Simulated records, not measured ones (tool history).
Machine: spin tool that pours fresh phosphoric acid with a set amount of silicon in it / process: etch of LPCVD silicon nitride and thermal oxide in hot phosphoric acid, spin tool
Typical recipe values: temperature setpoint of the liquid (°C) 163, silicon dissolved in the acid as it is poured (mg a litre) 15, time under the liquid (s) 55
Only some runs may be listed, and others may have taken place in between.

run   hour  temperature setpoint of the liquid (°C)  silicon dissolved in the acid as it is poured (mg a litre)  time under the liquid (s)  wafers since the last listed run  hours since the thermometer was replaced  hours since the dissolved silicon flow meter was replaced  hours since the heated supply line was repaired  hours since the gauge calibration  read-back film thickness of the LPCVD silicon nitride reference wafer, read on the same gauge (nm)  thickness taken off the LPCVD silicon nitride on a monitor wafer (Å)
  1      0                                    164.5                                                          15                         70                                 0                                    1811.6                                                      590.5                                           1080.2                              405.8                                                                                              139.97                                                                  78.2
       6.3  -- dissolved silicon flow meter replaced
  2   17.4                                      163                                                          15                         55                               162                                      1829                                                       11.1                                           1097.6                              423.2                                                                                                 140                                                                  59.2
  3   31.6                                      163                                                          15                         55                               140                                    1843.2                                                       25.3                                           1111.8                              437.4                                                                                              139.99                                                                  58.8
      31.8  -- gauge calibrated
  4   45.2                                      163                                                          15                         55                               134                                    1856.8                                                       38.9                                           1125.4                               13.4                                                                                                 140                                                                  58.9
  5   55.6                                      160                                                          25                         75                               102                                    1867.2                                                       49.3                                           1135.8                               23.8                                                                                              139.96                                                                  73.3
  6   65.3                                      163                                                        22.5                         55                                96                                    1876.9                                                         59                                           1145.5                               33.5                                                                                              140.01                                                                  59.2
  7   76.2                                      163                                                         9.5                         40                               107                                    1887.8                                                       69.9                                           1156.4                               44.4                                                                                              139.98                                                                  43.1
  8     86                                      162                                                          15                         55                                97                                    1897.6                                                       79.7                                           1166.2                               54.2                                                                                              140.01                                                                  57.2
  9   99.4                                    164.5                                                          26                         80                               132                                      1911                                                       93.1                                           1179.6                               67.6                                                                                              140.01                                                                  90.3
     115.1  -- heated supply line repaired
 10  115.6                                      162                                                        18.5                         90                               150                                    1927.2                                                      109.3                                              0.5                               83.8                                                                                              140.04                                                                  93.8
 11  129.8                                      163                                                          15                         55                               140                                    1941.4                                                      123.5                                             14.7                                 98                                                                                              140.02                                                                  59.1
     141.5  -- thermometer replaced
 12    143                                      165                                                          15                         90                               120                                       1.5                                                      136.7                                             27.9                              111.2                                                                                              140.02                                                                  95.8
 13  156.3                                      163                                                          15                         55                               131                                      14.8                                                        150                                             41.2                              124.5                                                                                              139.97                                                                  55.1
 14  173.1                                      165                                                         8.5                         70                               166                                      31.6                                                      166.8                                               58                              141.3                                                                                              139.99                                                                  74.7
 15    188                                      164                                                         5.5                         55                               147                                      46.5                                                      181.7                                             72.9                              156.2                                                                                              140.02                                                                  57.1
 16  210.3                                      163                                                           3                         25                               220                                      68.8                                                        204                                             95.2                              178.5                                                                                              139.97                                                                    25
 17  219.9                                      166                                                          23                         55                                95                                      78.4                                                      213.6                                            104.8                              188.1                                                                                              140.01                                                                  61.1
 18  231.8                                      163                                                          11                         55                               117                                      90.3                                                      225.5                                            116.7                                200                                                                                              139.97                                                                  55.3
 19  238.9                                      163                                                           7                         65                                70                                      97.4                                                      232.6                                            123.8                              207.1                                                                                              139.99                                                                  65.2
 20  250.1                                      165                                                          10                         65                               110                                     108.6                                                      243.8                                              135                              218.3                                                                                                 140                                                                    70
 21  261.9                                      161                                                          15                         40                               116                                     120.4                                                      255.6                                            146.8                              230.1                                                                                              139.98                                                                  37.9
 22  273.5                                    161.5                                                          15                         35                               114                                       132                                                      267.2                                            158.4                              241.7                                                                                              139.98                                                                  33.7
 23  280.1                                      163                                                          15                         55                                65                                     138.6                                                      273.8                                              165                              248.3                                                                                              140.02                                                                  55.4

Branching from run 23: 3 alternative next runs. What would each branch give?
  A  280.5                                      163                                                          15                         55                                 3                                       139                                                      274.2                                            165.4                              248.7                                                                                                   ?                                                                     ?
  B  280.5                                    161.5                                                        23.5                         35                                 3                                       139                                                      274.2                                            165.4                              248.7                                                                                                   ?                                                                     ?
  C  280.5                                    164.5                                                          15                         40                                 3                                       139                                                      274.2                                            165.4                              248.7                                                                                                   ?                                                                     ?

run  read-back film thickness of the LPCVD silicon nitride reference wafer, read on the same gauge (nm)  thickness taken off the LPCVD silicon nitride on a monitor wafer (Å)
  A                                                                                              139.99                                                                  55.8
  B                                                                                              139.99                                                                  33.8
  C                                                                                              139.99                                                                  42.6
With the hidden condition removed and each run's random variation left untouched, the same runs would have given:
run  thickness taken off the LPCVD silicon nitride on a monitor wafer (Å)
  A                                                                  55.3
  B                                                                  33.5
  C                                                                  42.3
